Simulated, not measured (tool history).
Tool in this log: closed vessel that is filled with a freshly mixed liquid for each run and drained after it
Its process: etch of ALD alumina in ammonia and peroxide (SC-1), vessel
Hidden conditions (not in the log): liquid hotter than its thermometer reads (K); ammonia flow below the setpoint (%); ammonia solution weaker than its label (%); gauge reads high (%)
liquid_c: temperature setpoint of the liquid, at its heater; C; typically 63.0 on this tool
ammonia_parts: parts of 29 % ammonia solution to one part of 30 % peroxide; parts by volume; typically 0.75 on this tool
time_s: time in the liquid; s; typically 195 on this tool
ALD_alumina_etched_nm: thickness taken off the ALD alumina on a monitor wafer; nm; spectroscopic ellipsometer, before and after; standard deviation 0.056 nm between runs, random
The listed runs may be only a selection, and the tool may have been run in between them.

| run | hour | liquid_c | ammonia_parts | time_s | wafers since the last listed run | hours since the thermometer was replaced | hours since the ammonia flow meter was replaced | hours since the drum of ammonia solution was connected | hours since the gauge calibration | read-back film thickness of the ALD alumina reference wafer, read on the same gauge (nm) | ALD_alumina_etched_nm |
|---|---|---|---|---|---|---|---|---|---|---|---|
| 1 | 0.0 | 63.0 | 0.75 | 195 | 0 | 903.7 | 411.4 | 461.5 | 18.1 | 140.00 | 17.50 |
| 2 | 60.9 | 63.0 | 0.75 | 195 | 5396 | 964.6 | 472.3 | 522.4 | 79.0 | 139.98 | 17.50 |
| 3 | 97.5 | 63.0 | 0.75 | 195 | 3243 | 1001.2 | 508.9 | 559.0 | 115.6 | 139.99 | 17.46 |
| 4 | 129.9 | 63.0 | 0.75 | 195 | 2871 | 1033.6 | 541.3 | 591.4 | 148.0 | 139.96 | 17.42 |
| 5 | 171.2 | 63.0 | 0.75 | 195 | 3659 | 1074.9 | 582.6 | 632.7 | 189.3 | 139.99 | 17.43 |
| 6 | 229.6 | 63.0 | 0.75 | 195 | 5175 | 1133.3 | 641.0 | 691.1 | 247.7 | 139.99 | 17.49 |
| 7 | 277.4 | 63.0 | 0.75 | 195 | 4235 | 1181.1 | 688.8 | 738.9 | 295.5 | 139.98 | 17.54 |
|  | 294.4 | new drum of ammonia solution connected |
| 8 | 319.9 | 63.0 | 0.75 | 195 | 3677 | 1223.6 | 731.3 | 25.5 | 338.0 | 139.99 | 17.42 |
|  | 330.6 | thermometer replaced |
| 9 | 373.8 | 63.0 | 0.75 | 195 | 4687 | 43.2 | 785.2 | 79.4 | 391.9 | 139.96 | 17.51 |
|  | 393.0 | ammonia flow meter replaced |
| 10 | 403.1 | 63.0 | 0.65 | 150 | 2507 | 72.5 | 10.1 | 108.7 | 421.2 | 140.02 | 13.16 |
| 11 | 470.5 | 63.0 | 0.75 | 195 | 5972 | 139.9 | 77.5 | 176.1 | 488.6 | 140.01 | 17.44 |
|  | 494.2 | new drum of ammonia solution connected, repeated, since the last time left the tool worse |
| 12 | 497.4 | 63.0 | 0.75 | 195 | 2295 | 166.8 | 104.4 | 3.2 | 515.5 | 140.00 | 17.65 |
| 13 | 556.7 | 69.5 | 0.75 | 195 | 5254 | 226.1 | 163.7 | 62.5 | 574.8 | 139.98 | 24.25 |
| 14 | 617.1 | 70.0 | 0.95 | 310 | 5352 | 286.5 | 224.1 | 122.9 | 635.2 | 140.02 | 40.38 |
|  | 636.2 | gauge calibrated |
| 15 | 652.7 | 63.0 | 1.10 | 195 | 3154 | 322.1 | 259.7 | 158.5 | 16.5 | 139.99 | 18.17 |
| 16 | 677.2 | 69.0 | 0.55 | 240 | 2171 | 346.6 | 284.2 | 183.0 | 41.0 | 140.02 | 28.17 |
| 17 | 715.9 | 63.0 | 0.75 | 195 | 3429 | 385.3 | 322.9 | 221.7 | 79.7 | 140.02 | 17.51 |
| 18 | 751.5 | 63.0 | 1.10 | 195 | 3154 | 420.9 | 358.5 | 257.3 | 115.3 | 140.04 | 18.21 |
| 19 | 801.3 | 55.5 | 0.75 | 195 | 4413 | 470.7 | 408.3 | 307.1 | 165.1 | 140.04 | 11.90 |

Below, each run's measurement less what the same run would have read without the hidden state. Both values contain the same run-to-run variation, but the gauge's scatter may not be the same in both:
| run | ALD_alumina_etched_nm |
|---|---|
| 1 | -0.11 |
| 2 | -0.12 |
| 3 | -0.13 |
| 4 | -0.14 |
| 5 | -0.15 |
| 6 | -0.15 |
| 7 | -0.17 |
| 8 | -0.25 |
| 9 | -0.26 |
| 10 | -0.20 |
| 11 | -0.27 |
| 12 | +0.00 |
| 13 | -0.02 |
| 14 | -0.05 |
| 15 | -0.04 |
| 16 | -0.05 |
| 17 | -0.04 |
| 18 | -0.05 |
| 19 | -0.04 |
